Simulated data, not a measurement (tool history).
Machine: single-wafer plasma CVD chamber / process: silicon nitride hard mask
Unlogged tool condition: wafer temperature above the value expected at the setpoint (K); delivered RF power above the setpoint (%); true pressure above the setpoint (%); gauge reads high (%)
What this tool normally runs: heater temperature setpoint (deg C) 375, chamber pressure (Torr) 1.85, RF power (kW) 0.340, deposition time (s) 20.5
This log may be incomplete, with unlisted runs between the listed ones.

run,hour,heater temperature setpoint (deg C),chamber pressure (Torr),RF power (kW),deposition time (s),wafers since the last listed run,hours since the last thermocouple change,hours since the last RF generator calibration,hours since the last manometer calibration,hours since the showerhead was replaced,hours since the gauge calibration,"read-back reference wafer on the same gauge, thickness_nm",mean film thickness on the monitor wafer (Å)
1,0.0,375,1.85,0.340,22.5,0,1855.3,1157.1,358.2,3040.1,966.4,29.804,310.57
2,91.5,375,1.85,0.340,20.5,2093,1946.8,1248.6,449.7,3131.6,1057.9,29.844,279.20
# hour 108.3: thermocouple changed; heater temperature recalibrated
3,287.5,375,1.85,0.340,20.5,4301,179.2,1444.6,645.7,3327.6,1253.9,29.822,279.25
4,339.8,375,1.85,0.375,20.5,1196,231.5,1496.9,698.0,3379.9,1306.2,29.784,294.46
5,445.3,375,1.85,0.340,20.5,2413,337.0,1602.4,803.5,3485.4,1411.7,29.736,283.36
6,552.6,375,1.85,0.340,20.5,2454,444.3,1709.7,910.8,3592.7,1519.0,29.793,285.48
7,656.7,375,1.85,0.340,17.3,2381,548.4,1813.8,1014.9,3696.8,1623.1,29.775,240.37
8,709.7,375,1.85,0.340,17.3,1212,601.4,1866.8,1067.9,3749.8,1676.1,29.767,240.95
9,811.6,375,1.85,0.340,17.3,2331,703.3,1968.7,1169.8,3851.7,1778.0,29.756,237.85
10,867.2,382,1.85,0.340,23.0,1272,758.9,2024.3,1225.4,3907.3,1833.6,29.803,319.95
# hour 948.4: RF generator calibrated
11,988.0,382,1.85,0.340,23.0,2580,879.7,39.6,1346.2,4028.1,1954.4,29.813,314.25
# hour 1067.9: showerhead replaced
# hour 1095.8: capacitance manometer re-zeroed and calibrated
# hour 1129.6: gauge calibrated
12,1180.1,382,1.85,0.340,23.0,4029,1071.8,231.7,84.3,112.2,50.5,29.857,312.00
13,1294.1,375,1.85,0.340,20.5,2608,1185.8,345.7,198.3,226.2,164.5,29.806,282.12
14,1394.4,375,1.85,0.305,20.5,2294,1286.1,446.0,298.6,326.5,264.8,29.764,267.60
15,1484.5,375,1.72,0.340,17.5,2061,1376.2,536.1,388.7,416.6,354.9,29.794,239.31
16,1554.2,385,1.59,0.380,18.7,1594,1445.9,605.8,458.4,486.3,424.6,29.754,263.59
17,1634.0,381,2.22,0.340,20.5,1825,1525.7,685.6,538.2,566.1,504.4,29.774,295.03
18,1700.2,375,2.23,0.395,19.0,1514,1591.9,751.8,604.4,632.3,570.6,29.831,296.06
19,1790.1,375,1.48,0.405,19.4,2056,1681.8,841.7,694.3,722.2,660.5,29.809,276.00
# hour 1829.7: thermocouple changed; heater temperature recalibrated
20,1885.5,375,1.85,0.340,20.5,1999,55.8,937.1,789.7,817.6,755.9,29.880,283.89
21,1944.4,375,1.51,0.340,20.5,1347,114.7,996.0,848.6,876.5,814.8,29.820,271.39
22,1986.4,375,1.85,0.365,20.5,960,156.7,1038.0,890.6,918.5,856.8,29.821,294.99
23,2070.9,375,1.85,0.340,20.5,1933,241.2,1122.5,975.1,1003.0,941.3,29.809,280.85
24,2107.5,386,2.04,0.340,20.5,837,277.8,1159.1,1011.7,1039.6,977.9,29.865,288.57
25,2147.6,375,1.85,0.340,20.5,917,317.9,1199.2,1051.8,1079.7,1018.0,29.793,285.50
26,2248.7,375,1.85,0.340,20.5,2313,419.0,1300.3,1152.9,1180.8,1119.1,29.850,283.04
27,2292.8,375,1.62,0.300,20.5,1008,463.1,1344.4,1197.0,1224.9,1163.2,29.859,256.97
28,2362.4,369,2.20,0.390,19.4,1592,532.7,1414.0,1266.6,1294.5,1232.8,29.805,300.06
29,2402.5,387,1.43,0.340,20.5,917,572.8,1454.1,1306.7,1334.6,1272.9,29.824,263.64

Branching from run 29: 3 alternative next runs. What would each branch give?
A,2402.9,375,1.85,0.340,20.5,9,573.2,1454.5,1307.1,1335.0,1273.3,?,?
B,2402.9,375,1.85,0.390,23.3,9,573.2,1454.5,1307.1,1335.0,1273.3,?,?
C,2402.9,382,1.99,0.305,24.5,9,573.2,1454.5,1307.1,1335.0,1273.3,?,?

run,"read-back reference wafer on the same gauge, thickness_nm",mean film thickness on the monitor wafer (Å)
A,29.818,282.35
B,29.818,343.87
C,29.818,324.09
Without the tool's hidden state the same runs would have given:
run,mean film thickness on the monitor wafer (Å)
A,282.35
B,343.87
C,324.09
